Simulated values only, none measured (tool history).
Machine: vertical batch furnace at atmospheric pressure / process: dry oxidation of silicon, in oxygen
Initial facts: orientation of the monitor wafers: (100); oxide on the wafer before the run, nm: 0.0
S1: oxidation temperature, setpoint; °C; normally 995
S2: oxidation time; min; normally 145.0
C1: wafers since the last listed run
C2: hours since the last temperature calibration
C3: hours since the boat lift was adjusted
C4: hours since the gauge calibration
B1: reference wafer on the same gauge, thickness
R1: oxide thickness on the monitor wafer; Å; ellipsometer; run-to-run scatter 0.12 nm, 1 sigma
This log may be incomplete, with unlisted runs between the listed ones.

| run | hour | S1 | S2 | C1 | C2 | C3 | C4 | B1 | R1 |
|---|---|---|---|---|---|---|---|---|---|
| 1 | 0.0 | 995 | 145.0 | 0 | 3043.2 | 3745.0 | 69.5 | 70.62 | 783.1 |
| 2 | 23.1 | 981 | 145.0 | 302 | 3066.3 | 3768.1 | 92.6 | 70.53 | 692.1 |
| 3 | 76.8 | 982 | 130.0 | 704 | 3120.0 | 3821.8 | 146.3 | 70.59 | 646.4 |
|  | 114.5 | thermocouples replaced and temperature profile calibrated |
| 4 | 115.0 | 982 | 130.0 | 186 | 0.5 | 3860.0 | 184.5 | 70.61 | 645.9 |
| 5 | 120.9 | 995 | 145.0 | 77 | 6.4 | 3865.9 | 190.4 | 70.61 | 784.2 |
| 6 | 128.9 | 995 | 145.0 | 104 | 14.4 | 3873.9 | 198.4 | 70.62 | 785.9 |
| 7 | 143.3 | 995 | 145.0 | 188 | 28.8 | 3888.3 | 212.8 | 70.63 | 781.6 |
| 8 | 166.2 | 981 | 145.0 | 300 | 51.7 | 3911.2 | 235.7 | 70.62 | 691.7 |
|  | 172.4 | gauge calibrated |
| 9 | 183.8 | 1019 | 199.5 | 230 | 69.3 | 3928.8 | 11.4 | 70.60 | 1214.8 |
| 10 | 204.5 | 995 | 88.5 | 271 | 90.0 | 3949.5 | 32.1 | 70.63 | 557.5 |
| 11 | 220.5 | 995 | 145.0 | 209 | 106.0 | 3965.5 | 48.1 | 70.60 | 782.0 |
|  | 245.7 | boat lift adjusted |
| 12 | 246.2 | 975 | 93.5 | 22 | 131.7 | 0.5 | 73.8 | 70.60 | 485.0 |
| 13 | 252.8 | 987 | 195.0 | 86 | 138.3 | 7.1 | 80.4 | 70.62 | 898.0 |
| 14 | 276.9 | 979 | 85.0 | 316 | 162.4 | 31.2 | 104.5 | 70.54 | 467.8 |
| 15 | 310.2 | 995 | 145.0 | 436 | 195.7 | 64.5 | 137.8 | 70.59 | 785.1 |

Each row is a separate what-if for the run after 15, all from the same tool condition, not one after another. Results?
| A | 316.2 | 995 | 145.0 | 78 | 201.7 | 70.5 | 143.8 | ? | ? |
| B | 316.2 | 1017 | 165.0 | 78 | 201.7 | 70.5 | 143.8 | ? | ? |
| C | 316.2 | 1013 | 108.0 | 78 | 201.7 | 70.5 | 143.8 | ? | ? |
| D | 316.2 | 985 | 74.0 | 78 | 201.7 | 70.5 | 143.8 | ? | ? |

| run | B1 | R1 |
|---|---|---|
| A | 70.57 | 784.0 |
| B | 70.57 | 1049.9 |
| C | 70.57 | 759.4 |
| D | 70.57 | 448.5 |
Had the tool no hidden state, the same runs would have come out as:
| run | R1 |
|---|---|
| A | 784.0 |
| B | 1049.9 |
| C | 759.4 |
| D | 448.5 |
